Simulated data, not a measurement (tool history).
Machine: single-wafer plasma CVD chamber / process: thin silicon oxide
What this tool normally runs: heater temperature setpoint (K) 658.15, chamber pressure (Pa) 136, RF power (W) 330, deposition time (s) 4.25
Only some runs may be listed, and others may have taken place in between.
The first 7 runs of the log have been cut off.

run,hour,heater temperature setpoint (K),chamber pressure (Pa),RF power (W),deposition time (s),"read-back reference wafer on the same gauge, thickness_nm",mean film thickness on the monitor wafer (nm)
8,88.6,658.15,128,330,4.25,9.614,9.386
# hour 124.1: showerhead replaced
9,124.6,658.15,136,330,4.25,9.606,10.049
10,129.5,658.15,136,330,4.25,9.609,10.018
11,139,658.15,136,330,4.25,9.617,10.03
# hour 157.4: RF generator calibrated
12,157.9,658.15,136,355,4.25,9.605,10.301
13,162,658.15,136,355,4.25,9.605,10.322
14,178.8,658.15,136,330,4.25,9.6,10.027
15,194.5,658.15,136,330,4.25,9.61,10.062
16,207.6,668.15,169,275,4.66,9.623,11.929
17,216.8,658.15,136,330,4.25,9.609,10.109
18,223.6,672.15,136,330,4.25,9.612,9.97
# hour 228: gauge calibrated
19,231.2,658.15,136,355,4.25,9.611,10.475
# hour 243.5: thermocouple changed; heater temperature recalibrated
20,244,647.15,136,330,4.49,9.605,10.8
21,248.7,658.15,161,310,3.63,9.612,9.578
22,266.5,669.15,152,270,4.66,9.614,11.258
# hour 285.2: capacitance manometer re-zeroed and calibrated
23,285.7,648.15,165,330,4.25,9.602,11.299
24,291.5,666.15,136,295,4.25,9.611,9.239
25,297.9,658.15,153,330,4.25,9.618,10.798

Run 26 has not been measured yet. What should we expect?
26,305.6,658.15,136,275,3.95,?,?

{"run 26": {"read-back reference wafer on the same gauge, thickness_nm": 9.625, "mean film thickness on the monitor wafer (nm)": 8.366}}
With no hidden state in the tool, this same run would have given mean film thickness on the monitor wafer (nm) 8.417.

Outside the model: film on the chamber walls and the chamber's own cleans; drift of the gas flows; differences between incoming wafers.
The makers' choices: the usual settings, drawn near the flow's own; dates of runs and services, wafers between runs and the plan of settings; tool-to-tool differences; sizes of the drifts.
